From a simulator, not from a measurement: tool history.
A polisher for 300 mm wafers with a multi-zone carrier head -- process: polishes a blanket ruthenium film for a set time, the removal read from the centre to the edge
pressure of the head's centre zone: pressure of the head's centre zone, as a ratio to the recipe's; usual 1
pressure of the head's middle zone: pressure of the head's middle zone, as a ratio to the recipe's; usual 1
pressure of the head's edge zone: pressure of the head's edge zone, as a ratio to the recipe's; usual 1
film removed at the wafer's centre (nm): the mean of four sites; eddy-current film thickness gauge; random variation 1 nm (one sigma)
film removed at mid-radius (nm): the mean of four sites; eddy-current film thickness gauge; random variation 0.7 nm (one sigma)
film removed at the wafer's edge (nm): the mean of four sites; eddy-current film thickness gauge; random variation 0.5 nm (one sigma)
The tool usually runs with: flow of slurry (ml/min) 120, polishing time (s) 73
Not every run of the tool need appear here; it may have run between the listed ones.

run    day  flow of slurry (ml/min)  pressure of the head's centre zone  pressure of the head's middle zone  pressure of the head's edge zone  polishing time (s)  incoming thickness of the incoming film, nm  film removed at the wafer's centre (nm)  film removed at mid-radius (nm)  film removed at the wafer's edge (nm)
  1      0                      120                                   1                                   1                                 1                  56                                        425.2                                     53.5                             55.3                                   53.9
  2  0.667                      120                                   1                                   1                                 1                  56                                        425.5                                     53.6                             53.9                                     54
  3  1.225                      120                                   1                                   1                                 1                  56                                        432.6                                     51.8                             53.8                                   52.9
     1.679  -- carrier head's membrane replaced by a new one
  4    1.7                      120                                   1                                   1                                 1                  73                                        435.1                                     69.8                             70.8                                   69.4
  5  1.808                      120                                   1                                   1                                 1                  73                                          433                                     67.6                               69                                   69.6
  6  2.121                      120                                   1                                   1                                 1                  73                                        425.4                                       69                             69.8                                   68.9
  7  2.525                      120                                   1                                1.06                                 1                  73                                          431                                       66                             72.1                                     67
     2.725  -- slurry nozzle cleaned
  8  3.104                       80                                   1                                 1.1                                 1                  73                                        432.6                                     61.9                             67.3                                   63.6
  9  3.438                      120                                   1                                   1                                 1                  73                                        434.8                                     63.9                               65                                   65.5
 10  3.804                      145                                   1                                0.93                               1.1                  53                                        431.6                                     47.3                             45.1                                   49.4
 11  4.154                      120                                   1                                   1                                 1                  73                                        422.8                                     62.2                             63.5                                   62.7
 12  4.667                      150                                1.06                                   1                               0.9                  73                                        433.8                                     67.4                             63.7                                   59.1
     4.883  -- edge zone pressure recalibrated
      4.95  -- worn pad replaced by a new one
 13  5.142                      120                                   1                                   1                                 1                  73                                        428.8                                       70                             72.4                                   70.8
     5.496  -- centre zone pressure recalibrated
 14  5.633                      120                                   1                                   1                                 1                  73                                        428.6                                     70.5                             71.2                                     71

What does the tool deliver on the next run?
 15  6.038                      120                                0.89                                   1                                 1                  56                                        432.2                                        ?                                ?                                      ?

Run 15 gave film removed at the wafer's centre (nm) 49.3, film removed at mid-radius (nm) 55.5, film removed at the wafer's edge (nm) 54.7.
Minus the tool's unlogged condition, the same run would have read film removed at the wafer's centre (nm) 49.8, film removed at mid-radius (nm) 56, film removed at the wafer's edge (nm) 55.2.

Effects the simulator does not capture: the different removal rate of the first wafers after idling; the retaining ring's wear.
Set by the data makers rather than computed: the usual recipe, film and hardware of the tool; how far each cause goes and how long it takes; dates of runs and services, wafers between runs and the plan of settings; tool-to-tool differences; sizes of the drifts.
